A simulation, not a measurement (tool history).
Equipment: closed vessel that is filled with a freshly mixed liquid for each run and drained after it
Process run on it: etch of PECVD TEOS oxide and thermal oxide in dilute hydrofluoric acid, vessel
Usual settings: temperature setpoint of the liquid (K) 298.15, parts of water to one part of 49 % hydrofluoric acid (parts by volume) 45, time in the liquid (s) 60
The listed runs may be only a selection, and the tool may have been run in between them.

run     day  temperature setpoint of the liquid (K)  parts of water to one part of 49 % hydrofluoric acid (parts by volume)  time in the liquid (s)  wafers since the last listed run  hours since the thermometer was replaced  hours since the hydrofluoric acid flow meter was replaced  hours since the gauge calibration  read-back film thickness of the PECVD TEOS oxide reference wafer, read on the same gauge (nm)  read-back film thickness of the thermal oxide reference wafer, read on the same gauge (nm)  thickness taken off the PECVD TEOS oxide on a monitor wafer (nm)  thickness taken off the thermal oxide on a monitor wafer (nm)
  1       0                                  298.15                                                                      45                      60                                 0                                     827.9                                                     1069.3                              839.1                                                                                         110.02                                                                                          50                                                             30.67                                                           7.81
  2   7.754                                  298.15                                                                      45                      60                             19337                                      1014                                                     1255.4                             1025.2                                                                                         110.02                                                                                       50.02                                                             30.97                                                           7.88
  3   9.767                                  298.15                                                                      45                      60                              5018                                    1062.3                                                     1303.7                             1073.5                                                                                         110.01                                                                                       49.99                                                             31.28                                                           7.86
  4  11.371                                  298.15                                                                      45                      60                              4000                                    1100.8                                                     1342.2                               1112                                                                                            110                                                                                       49.98                                                             31.21                                                           7.83
  5  13.583                                  298.15                                                                      45                      70                              5517                                    1153.9                                                     1395.3                             1165.1                                                                                         110.01                                                                                       49.97                                                             36.24                                                           9.17
  6  16.533                                  298.15                                                                      45                      70                              7356                                    1224.7                                                     1466.1                             1235.9                                                                                         110.02                                                                                       50.01                                                             36.33                                                            9.2
     18.983  -- gauge calibrated
     19.308  -- thermometer replaced
  7  19.412                                  298.15                                                                      55                      60                              7076                                       2.5                                                     1535.2                               10.3                                                                                         109.99                                                                                       49.97                                                             25.22                                                           6.36
  8  21.779                                  298.15                                                                      50                      60                              5902                                      59.3                                                       1592                               67.1                                                                                         110.04                                                                                          50                                                             28.08                                                           7.05
  9  23.675                                  301.15                                                                      40                      60                              4727                                     104.8                                                     1637.5                              112.6                                                                                            110                                                                                       49.96                                                             39.91                                                          10.06
     25.708  -- hydrofluoric acid flow meter replaced
 10  25.796                                  298.15                                                                      45                      60                              5185                                     155.7                                                        2.1                              163.5                                                                                         110.02                                                                                       50.04                                                             29.73                                                           7.58
 11  28.588                                  298.15                                                                      45                      60                              6962                                     222.7                                                       69.1                              230.5                                                                                         109.99                                                                                       50.01                                                             29.87                                                           7.57
 12  30.358                                  300.65                                                                      60                      80                              4416                                     265.2                                                      111.6                                273                                                                                         110.01                                                                                       49.99                                                             32.33                                                           8.23
 13  32.633                                  298.15                                                                      45                      90                              5673                                     319.8                                                      166.2                              327.6                                                                                         109.97                                                                                       50.02                                                             44.96                                                          11.31
 14    34.8                                  300.65                                                                      45                      75                              5403                                     371.8                                                      218.2                              379.6                                                                                         110.02                                                                                       50.01                                                             41.42                                                          10.52
 15  36.071                                  293.65                                                                      55                      40                              3169                                     402.3                                                      248.7                              410.1                                                                                            110                                                                                       50.02                                                             13.37                                                            3.4
 16  37.804                                  301.65                                                                      25                      80                              4322                                     443.9                                                      290.3                              451.7                                                                                         109.99                                                                                       50.01                                                             85.69                                                           21.4
 17  43.242                                  298.15                                                                      45                      60                             13560                                     574.4                                                      420.8                              582.2                                                                                         109.98                                                                                       49.97                                                             30.14                                                           7.59
 18  45.329                                  301.15                                                                      40                      60                              5205                                     624.5                                                      470.9                              632.3                                                                                         109.99                                                                                          50                                                             38.81                                                           9.74
 19  46.983                                  294.65                                                                      35                      40                              4125                                     664.2                                                      510.6                                672                                                                                         110.01                                                                                       50.02                                                             22.57                                                           5.68
 20  49.004                                  298.15                                                                      45                      60                              5039                                     712.7                                                      559.1                              720.5                                                                                         110.01                                                                                       50.01                                                             30.25                                                           7.59
 21  55.279                                  298.15                                                                      45                      60                             15649                                     863.3                                                      709.7                              871.1                                                                                            110                                                                                       50.02                                                              30.4                                                            7.7
 22  57.042                                  298.15                                                                      45                      60                              4395                                     905.6                                                        752                              913.4                                                                                         109.99                                                                                       50.02                                                             30.08                                                           7.69
 23  58.908                                  298.15                                                                      45                      60                              4655                                     950.4                                                      796.8                              958.2                                                                                            110                                                                                       50.03                                                             30.27                                                           7.69
 24   61.25                                  293.65                                                                      45                      60                              5839                                    1006.6                                                        853                             1014.4                                                                                            110                                                                                       50.01                                                             25.17                                                           6.33
 25  62.983                                  294.65                                                                      45                      50                              4322                                    1048.2                                                      894.6                               1056                                                                                         109.99                                                                                       50.01                                                             22.06                                                           5.54
 26  65.108                                  298.15                                                                      45                      60                              5299                                    1099.2                                                      945.6                               1107                                                                                         109.98                                                                                       49.99                                                             30.58                                                           7.76
 27  67.438                                  294.15                                                                      45                      35                              5808                                    1155.1                                                     1001.5                             1162.9                                                                                         109.98                                                                                       50.01                                                             15.13                                                            3.8

Below are 3 alternative next runs, each starting from the tool's condition after run 27. Predict each:
  A  67.467                                  298.15                                                                      45                      95                                72                                    1155.8                                                     1002.2                             1163.6                                                                                              ?                                                                                           ?                                                                 ?                                                              ?
  B  67.467                                  298.15                                                                      25                      30                                72                                    1155.8                                                     1002.2                             1163.6                                                                                              ?                                                                                           ?                                                                 ?                                                              ?
  C  67.467                                  298.15                                                                      25                      45                                72                                    1155.8                                                     1002.2                             1163.6                                                                                              ?                                                                                           ?                                                                 ?                                                              ?

run  read-back film thickness of the PECVD TEOS oxide reference wafer, read on the same gauge (nm)  read-back film thickness of the thermal oxide reference wafer, read on the same gauge (nm)  thickness taken off the PECVD TEOS oxide on a monitor wafer (nm)  thickness taken off the thermal oxide on a monitor wafer (nm)
  A                                                                                         109.97                                                                                       49.98                                                             48.43                                                          12.28
  B                                                                                         109.97                                                                                       49.98                                                             28.28                                                           7.17
  C                                                                                         109.97                                                                                       49.98                                                             42.42                                                          10.76
Had the tool no hidden state, the same runs would have come out as:
run  thickness taken off the PECVD TEOS oxide on a monitor wafer (nm)  thickness taken off the thermal oxide on a monitor wafer (nm)
  A                                                             47.14                                                          11.96
  B                                                             27.55                                                           6.99
  C                                                             41.32                                                          10.48
